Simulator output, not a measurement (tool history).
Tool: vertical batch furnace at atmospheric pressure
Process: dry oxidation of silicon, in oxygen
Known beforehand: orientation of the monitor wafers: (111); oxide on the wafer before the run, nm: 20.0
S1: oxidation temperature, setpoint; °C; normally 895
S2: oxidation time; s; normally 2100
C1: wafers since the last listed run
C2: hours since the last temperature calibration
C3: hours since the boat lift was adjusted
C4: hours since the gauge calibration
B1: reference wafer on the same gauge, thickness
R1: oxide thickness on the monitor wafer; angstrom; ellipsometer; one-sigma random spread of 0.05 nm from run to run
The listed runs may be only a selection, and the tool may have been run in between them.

run 1 hour=0.0 | S1=895 S2=2100 | C1=0 C2=3228.5 C3=3995.9 C4=248.4 | B1=34.11 | R1=335.3
run 2 hour=9.2 | S1=895 S2=2100 | C1=138 C2=3237.7 C3=4005.1 C4=257.6 | B1=34.10 | R1=335.5
run 3 hour=19.6 | S1=895 S2=2100 | C1=156 C2=3248.1 C3=4015.5 C4=268.0 | B1=34.10 | R1=334.9
run 4 hour=34.0 | S1=878 S2=2100 | C1=216 C2=3262.5 C3=4029.9 C4=282.4 | B1=34.10 | R1=310.6
run 5 hour=42.8 | S1=878 S2=2100 | C1=132 C2=3271.3 C3=4038.7 C4=291.2 | B1=34.10 | R1=309.7
run 6 hour=62.1 | S1=878 S2=2100 | C1=290 C2=3290.6 C3=4058.0 C4=310.5 | B1=34.10 | R1=310.3
run 7 hour=78.3 | S1=895 S2=2100 | C1=243 C2=3306.8 C3=4074.2 C4=326.7 | B1=34.11 | R1=335.8
run 8 hour=88.8 | S1=895 S2=2100 | C1=158 C2=3317.3 C3=4084.7 C4=337.2 | B1=34.10 | R1=334.2
run 9 hour=106.7 | S1=895 S2=2100 | C1=269 C2=3335.2 C3=4102.6 C4=355.1 | B1=34.09 | R1=335.9
run 10 hour=116.0 | S1=895 S2=2100 | C1=140 C2=3344.5 C3=4111.9 C4=364.4 | B1=34.11 | R1=335.8
run 11 hour=133.7 | S1=895 S2=2100 | C1=266 C2=3362.2 C3=4129.6 C4=382.1 | B1=34.10 | R1=335.4
run 12 hour=146.8 | S1=895 S2=2100 | C1=197 C2=3375.3 C3=4142.7 C4=395.2 | B1=34.10 | R1=334.9
run 13 hour=164.3 | S1=895 S2=2100 | C1=263 C2=3392.8 C3=4160.2 C4=412.7 | B1=34.10 | R1=335.0
-- hour=215.0 gauge calibrated
run 14 hour=219.3 | S1=895 S2=2100 | C1=828 C2=3447.8 C3=4215.2 C4=4.3 | B1=34.09 | R1=335.4
run 15 hour=259.9 | S1=902 S2=2100 | C1=611 C2=3488.4 C3=4255.8 C4=44.9 | B1=34.10 | R1=346.7
run 16 hour=279.8 | S1=880 S2=2100 | C1=299 C2=3508.3 C3=4275.7 C4=64.8 | B1=34.10 | R1=314.5
run 17 hour=292.4 | S1=880 S2=2100 | C1=189 C2=3520.9 C3=4288.3 C4=77.4 | B1=34.09 | R1=313.4
run 18 hour=308.0 | S1=880 S2=3150 | C1=234 C2=3536.5 C3=4303.9 C4=93.0 | B1=34.10 | R1=356.5
run 19 hour=316.7 | S1=878 S2=1560 | C1=131 C2=3545.2 C3=4312.6 C4=101.7 | B1=34.09 | R1=288.0
run 20 hour=331.8 | S1=876 S2=2580 | C1=227 C2=3560.3 C3=4327.7 C4=116.8 | B1=34.11 | R1=327.4
run 21 hour=350.0 | S1=895 S2=2100 | C1=274 C2=3578.5 C3=4345.9 C4=135.0 | B1=34.10 | R1=335.6
run 22 hour=366.5 | S1=879 S2=2940 | C1=248 C2=3595.0 C3=4362.4 C4=151.5 | B1=34.10 | R1=347.7
run 23 hour=386.1 | S1=895 S2=2100 | C1=295 C2=3614.6 C3=4382.0 C4=171.1 | B1=34.11 | R1=334.7
run 24 hour=393.2 | S1=901 S2=1590 | C1=106 C2=3621.7 C3=4389.1 C4=178.2 | B1=34.10 | R1=315.8
-- hour=452.6 boat lift adjusted
-- hour=472.4 thermocouples replaced and temperature profile calibrated
run 25 hour=472.9 | S1=909 S2=1140 | C1=540 C2=0.5 C3=20.3 C4=257.9 | B1=34.10 | R1=297.4
run 26 hour=477.8 | S1=905 S2=1410 | C1=73 C2=5.4 C3=25.2 C4=262.8 | B1=34.10 | R1=310.9
run 27 hour=482.7 | S1=895 S2=2100 | C1=73 C2=10.3 C3=30.1 C4=267.7 | B1=34.09 | R1=335.6
run 28 hour=502.8 | S1=905 S2=1800 | C1=302 C2=30.4 C3=50.2 C4=287.8 | B1=34.10 | R1=334.1

Run 29, settings as shown, results not yet in. Your forecast:
run 29 hour=515.5 | S1=895 S2=1650 | C1=191 C2=43.1 C3=62.9 C4=300.5 | B1=? | R1=?

{"run 29": {"B1": 34.1, "R1": 311.0}}
Were there no unlogged condition in the tool, this run, its random variation unchanged, would have produced R1 311.0 angstrom.
